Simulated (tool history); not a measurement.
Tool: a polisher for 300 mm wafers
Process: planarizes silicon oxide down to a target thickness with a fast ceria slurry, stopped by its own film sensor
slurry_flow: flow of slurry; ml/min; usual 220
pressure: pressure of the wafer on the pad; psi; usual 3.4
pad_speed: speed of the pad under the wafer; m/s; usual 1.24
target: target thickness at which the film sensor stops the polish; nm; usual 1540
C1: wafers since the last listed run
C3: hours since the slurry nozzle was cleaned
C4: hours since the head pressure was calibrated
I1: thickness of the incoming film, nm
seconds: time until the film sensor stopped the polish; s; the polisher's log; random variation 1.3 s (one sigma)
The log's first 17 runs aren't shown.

-- day=79.838 head pressure recalibrated
run 18 day=81.342 | slurry_flow=165 pressure=3.4 pad_speed=1.24 target=1540 | C1=394 wafers_polished_on_this_pad=8005 C3=529.6 C4=36.1 | I1=3838.9 | seconds=153.7
-- day=81.625 worn pad replaced by a new one
run 19 day=84.946 | slurry_flow=220 pressure=3.7 pad_speed=1.24 target=2211 | C1=770 wafers_polished_on_this_pad=743 C3=616.1 C4=122.6 | I1=3826.6 | seconds=85.4
-- day=87.288 slurry nozzle cleaned
run 20 day=88.808 | slurry_flow=220 pressure=3.4 pad_speed=1.24 target=1238 | C1=855 wafers_polished_on_this_pad=1599 C3=36.5 C4=215.3 | I1=3854.8 | seconds=145.7
run 21 day=90.408 | slurry_flow=220 pressure=3.4 pad_speed=1.24 target=1540 | C1=358 wafers_polished_on_this_pad=1958 C3=74.9 C4=253.7 | I1=3807.4 | seconds=127.4
run 22 day=94.625 | slurry_flow=250 pressure=3.9 pad_speed=1.56 target=727 | C1=944 wafers_polished_on_this_pad=2902 C3=176.1 C4=354.9 | I1=3870.4 | seconds=133.7
run 23 day=97.7 | slurry_flow=220 pressure=3.4 pad_speed=1.24 target=1800 | C1=688 wafers_polished_on_this_pad=3591 C3=249.9 C4=428.7 | I1=3854.9 | seconds=121.1
run 24 day=101.617 | slurry_flow=220 pressure=4.1 pad_speed=1.24 target=1225 | C1=877 wafers_polished_on_this_pad=4469 C3=343.9 C4=522.7 | I1=3913.6 | seconds=133.7
run 25 day=103.908 | slurry_flow=220 pressure=3.4 pad_speed=1.24 target=1540 | C1=513 wafers_polished_on_this_pad=4982 C3=398.9 C4=577.7 | I1=3892.5 | seconds=141.6
run 26 day=107.704 | slurry_flow=220 pressure=3.4 pad_speed=1.24 target=1540 | C1=850 wafers_polished_on_this_pad=5832 C3=490 C4=668.8 | I1=3878.3 | seconds=142.8
-- day=108.242 head pressure recalibrated
-- day=110.646 worn pad replaced by a new one
run 27 day=110.879 | slurry_flow=190 pressure=2.9 pad_speed=1.04 target=1540 | C1=655 wafers_polished_on_this_pad=52 C3=566.2 C4=63.3 | I1=3819.5 | seconds=173.2
run 28 day=115.008 | slurry_flow=255 pressure=2.8 pad_speed=0.92 target=2102 | C1=925 wafers_polished_on_this_pad=977 C3=665.3 C4=162.4 | I1=3848.3 | seconds=142.3
-- day=116.825 slurry nozzle cleaned
run 29 day=118.354 | slurry_flow=220 pressure=3.4 pad_speed=1.24 target=1540 | C1=740 wafers_polished_on_this_pad=1717 C3=36.7 C4=242.7 | I1=3867.6 | seconds=130.3
run 30 day=121.146 | slurry_flow=220 pressure=4 pad_speed=1.1 target=1024 | C1=625 wafers_polished_on_this_pad=2343 C3=103.7 C4=309.7 | I1=3905 | seconds=151.3
run 31 day=122.725 | slurry_flow=220 pressure=3.4 pad_speed=1.24 target=1540 | C1=353 wafers_polished_on_this_pad=2696 C3=141.6 C4=347.6 | I1=3862.1 | seconds=133.8
run 32 day=125.538 | slurry_flow=220 pressure=3.4 pad_speed=1.68 target=1540 | C1=630 wafers_polished_on_this_pad=3326 C3=209.1 C4=415.1 | I1=3914.7 | seconds=113.8
run 33 day=128.271 | slurry_flow=200 pressure=3.4 pad_speed=1.24 target=1266 | C1=612 wafers_polished_on_this_pad=3939 C3=274.7 C4=480.7 | I1=3842.8 | seconds=155.4
run 34 day=131.425 | slurry_flow=220 pressure=3.4 pad_speed=1.24 target=1540 | C1=706 wafers_polished_on_this_pad=4645 C3=350.4 C4=556.4 | I1=3831.9 | seconds=139.4
run 35 day=133.275 | slurry_flow=220 pressure=3.4 pad_speed=1.24 target=1540 | C1=414 wafers_polished_on_this_pad=5060 C3=394.8 C4=600.8 | I1=3870.9 | seconds=140.3

Forecast each of these 5 alternatives for the next run:
run A day=133.296 | slurry_flow=220 pressure=3.4 pad_speed=1.24 target=1540 | C1=4 wafers_polished_on_this_pad=5064 C3=395.3 C4=601.3 | I1=3892.7 | seconds=?
run B day=133.296 | slurry_flow=155 pressure=4.6 pad_speed=1.24 target=1540 | C1=4 wafers_polished_on_this_pad=5064 C3=395.3 C4=601.3 | I1=3892.7 | seconds=?
run C day=133.296 | slurry_flow=290 pressure=3.4 pad_speed=1.24 target=1540 | C1=4 wafers_polished_on_this_pad=5064 C3=395.3 C4=601.3 | I1=3892.7 | seconds=?
run D day=133.296 | slurry_flow=160 pressure=2.9 pad_speed=1.54 target=1540 | C1=4 wafers_polished_on_this_pad=5064 C3=395.3 C4=601.3 | I1=3892.7 | seconds=?
run E day=133.296 | slurry_flow=220 pressure=3.4 pad_speed=0.9 target=1540 | C1=4 wafers_polished_on_this_pad=5064 C3=395.3 C4=601.3 | I1=3892.7 | seconds=?

run=A seconds=144.7
run=B seconds=115.4
run=C seconds=138.7
run=D seconds=156.9
run=E seconds=176
Without the tool's hidden state the same runs would have given:
run=A seconds=120.8
run=B seconds=94.6
run=C seconds=117
run=D seconds=128.8
run=E seconds=147
